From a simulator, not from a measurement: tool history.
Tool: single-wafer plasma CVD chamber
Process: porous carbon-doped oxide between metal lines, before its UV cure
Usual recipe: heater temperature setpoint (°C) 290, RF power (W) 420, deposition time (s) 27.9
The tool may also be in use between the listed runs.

run,hour,heater temperature setpoint (°C),RF power (W),deposition time (s),wafers since the last listed run,hours since the last thermocouple change,hours since the last RF generator calibration,hours since the showerhead was replaced,hours since the gauge calibration,"read-back reference wafer on the same gauge, thickness_nm",mean film thickness on the monitor wafer (angstrom)
1,0.0,294,420,27.9,0,697.7,1713.7,4961.8,138.1,142.555,1375.00
2,19.1,294,420,27.9,636,716.8,1732.8,4980.9,157.2,142.987,1365.14
3,45.9,290,420,27.9,893,743.6,1759.6,5007.7,184.0,143.141,1409.66
4,70.0,290,420,27.9,803,767.7,1783.7,5031.8,208.1,142.951,1408.25
5,102.0,290,420,27.9,1066,799.7,1815.7,5063.8,240.1,143.044,1406.48
6,137.8,290,420,27.9,1193,835.5,1851.5,5099.6,275.9,143.195,1395.02
7,162.8,290,420,27.9,833,860.5,1876.5,5124.6,300.9,143.297,1399.35
8,182.8,290,355,27.9,666,880.5,1896.5,5144.6,320.9,143.078,1312.59
9,212.6,290,355,27.9,993,910.3,1926.3,5174.4,350.7,143.113,1324.51
10,234.8,290,440,30.2,739,932.5,1948.5,5196.6,372.9,142.974,1543.12
11,248.4,290,370,27.9,453,946.1,1962.1,5210.2,386.5,143.307,1328.04
# hour 256.6: showerhead replaced
12,277.8,290,420,27.9,713,975.5,1991.5,21.2,415.9,143.082,1390.44
13,301.9,290,420,27.9,803,999.6,2015.6,45.3,440.0,142.915,1383.91
14,314.9,290,420,27.9,433,1012.6,2028.6,58.3,453.0,142.909,1398.35
# hour 331.4: RF generator calibrated
15,334.2,290,420,27.9,376,1031.9,2.8,77.6,472.3,142.833,1383.66
16,352.9,290,420,27.9,623,1050.6,21.5,96.3,491.0,142.953,1400.75
# hour 362.2: thermocouple changed; heater temperature recalibrated
17,365.1,290,420,27.9,139,2.9,33.7,108.5,503.2,142.731,1450.54
# hour 384.2: gauge calibrated
18,386.3,284,420,27.9,706,24.1,54.9,129.7,2.1,142.914,1509.64
19,419.4,290,355,27.9,1103,57.2,88.0,162.8,35.2,143.002,1348.03
20,477.4,294,420,25.0,1933,115.2,146.0,220.8,93.2,142.906,1260.08
21,504.4,290,420,27.9,899,142.2,173.0,247.8,120.2,142.992,1435.17
22,532.5,302,365,27.9,936,170.3,201.1,275.9,148.3,143.065,1266.44
23,554.0,296,385,25.2,716,191.8,222.6,297.4,169.8,142.838,1214.02
24,568.2,278,445,24.4,473,206.0,236.8,311.6,184.0,143.293,1409.74
25,593.7,297,345,30.5,849,231.5,262.3,337.1,209.5,142.871,1383.40
26,618.8,290,480,29.5,836,256.6,287.4,362.2,234.6,142.728,1592.84
27,647.1,290,460,24.2,943,284.9,315.7,390.5,262.9,142.959,1290.71
28,671.3,302,420,27.9,806,309.1,339.9,414.7,287.1,143.182,1331.40
29,706.9,290,420,27.9,1186,344.7,375.5,450.3,322.7,142.673,1415.76
30,723.3,290,420,27.9,546,361.1,391.9,466.7,339.1,143.049,1433.72
31,738.2,297,460,23.8,496,376.0,406.8,481.6,354.0,143.006,1205.11
32,759.3,295,420,29.8,703,397.1,427.9,502.7,375.1,142.855,1467.71
33,783.4,290,420,27.9,803,421.2,452.0,526.8,399.2,143.313,1423.11
34,799.7,282,420,31.8,543,437.5,468.3,543.1,415.5,143.072,1700.34
35,817.1,290,420,27.9,579,454.9,485.7,560.5,432.9,142.921,1417.70

Entry by entry between the runs, the difference in hidden state between the last listed run before and the first listed run after:
Between runs 11 and 12: showerhead replaced (hour 256.6)
  wafer temperature above the value expected at the setpoint (K): 5.34 -> 5.51
  what was measured, less what the result would be without the hidden state, mean film thickness on the monitor wafer (angstrom): -48.53 -> -52.48
Between runs 14 and 15: RF generator calibrated (hour 331.4)
  wafer temperature above the value expected at the setpoint (K): 5.73 -> 5.85
  what was measured, less what the result would be without the hidden state, mean film thickness on the monitor wafer (angstrom): -54.92 -> -55.44
Between runs 16 and 17: thermocouple changed; heater temperature recalibrated (hour 362.2)
  wafer temperature above the value expected at the setpoint (K): 5.96 -> 0.472
  what was measured, less what the result would be without the hidden state, mean film thickness on the monitor wafer (angstrom): -57.21 -> -4.66
Between runs 17 and 18: gauge calibrated (hour 384.2)
  wafer temperature above the value expected at the setpoint (K): 0.472 -> 0.599
  what was measured, less what the result would be without the hidden state, mean film thickness on the monitor wafer (angstrom): -4.66 -> -6.45
